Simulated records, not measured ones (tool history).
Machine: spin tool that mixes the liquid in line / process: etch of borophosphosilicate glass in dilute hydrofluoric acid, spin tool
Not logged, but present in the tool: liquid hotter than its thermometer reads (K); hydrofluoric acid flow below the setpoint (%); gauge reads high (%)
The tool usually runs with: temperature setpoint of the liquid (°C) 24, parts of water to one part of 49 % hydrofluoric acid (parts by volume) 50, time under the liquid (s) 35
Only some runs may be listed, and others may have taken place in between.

run,day,temperature setpoint of the liquid (°C),parts of water to one part of 49 % hydrofluoric acid (parts by volume),time under the liquid (s),wafers since the last listed run,hours since the thermometer was replaced,hours since the hydrofluoric acid flow meter was replaced,hours since the gauge calibration,"read-back film thickness of the borophosphosilicate glass reference wafer, read on the same gauge (nm)",thickness taken off the borophosphosilicate glass on a monitor wafer (angstrom)
1,0,24,50,35,0,2031.7,566.3,255,89.95,301
2,1.392,24,50,35,477,2065.1,599.7,288.4,90,302.3
3,2.729,24,50,35,458,2097.2,631.8,320.5,90.01,302.4
4,3.779,24,50,35,359,2122.4,657,345.7,89.98,303.2
5,4.475,24,50,35,238,2139.1,673.7,362.4,90.01,302.3
# day 7.775: thermometer replaced
6,8.292,24,50,35,1294,12.4,765.3,454,90.01,276.1
7,9.067,24,50,35,265,31,783.9,472.6,90.01,275.3
8,10.379,24,50,35,449,62.5,815.4,504.1,89.96,277.3
9,11.538,24,50,45,397,90.3,843.2,531.9,90.02,356.1
10,12.983,24,40,35,495,125,877.9,566.6,90,353.2
# day 13.088: gauge calibrated
11,14.004,24,30,35,349,149.5,902.4,22,90.01,476.6
12,14.617,24,50,35,209,164.2,917.1,36.7,90.03,277.8
13,15.571,24,45,35,327,187.1,940,59.6,89.97,313.9
# day 15.867: hydrofluoric acid flow meter replaced
14,17.104,24,70,35,511,223.9,29.7,96.4,90,193.7
15,18.446,24,50,35,459,256.1,61.9,128.6,90.04,278.7
16,19.762,24,60,35,451,287.7,93.5,160.2,90.02,229
17,20.933,24,50,35,401,315.8,121.6,188.3,90.03,276.6
18,21.954,28.5,40,25,349,340.3,146.1,212.8,90.01,305.2

Subtracting, for every run, the result it would have given without the tool's unlogged condition from the measured result gives the following. The same run-to-run variation enters both numbers; the gauge's scatter may not:
run,thickness taken off the borophosphosilicate glass on a monitor wafer (angstrom)
1,+27.5
2,+28.1
3,+28.4
4,+28.8
5,+28.9
6,+2.7
7,+2.9
8,+3.4
9,+4.8
10,+5.2
11,+7.7
12,+4.6
13,+5.5
14,+3.7
15,+5.6
16,+5
17,+6.4
18,+7.1

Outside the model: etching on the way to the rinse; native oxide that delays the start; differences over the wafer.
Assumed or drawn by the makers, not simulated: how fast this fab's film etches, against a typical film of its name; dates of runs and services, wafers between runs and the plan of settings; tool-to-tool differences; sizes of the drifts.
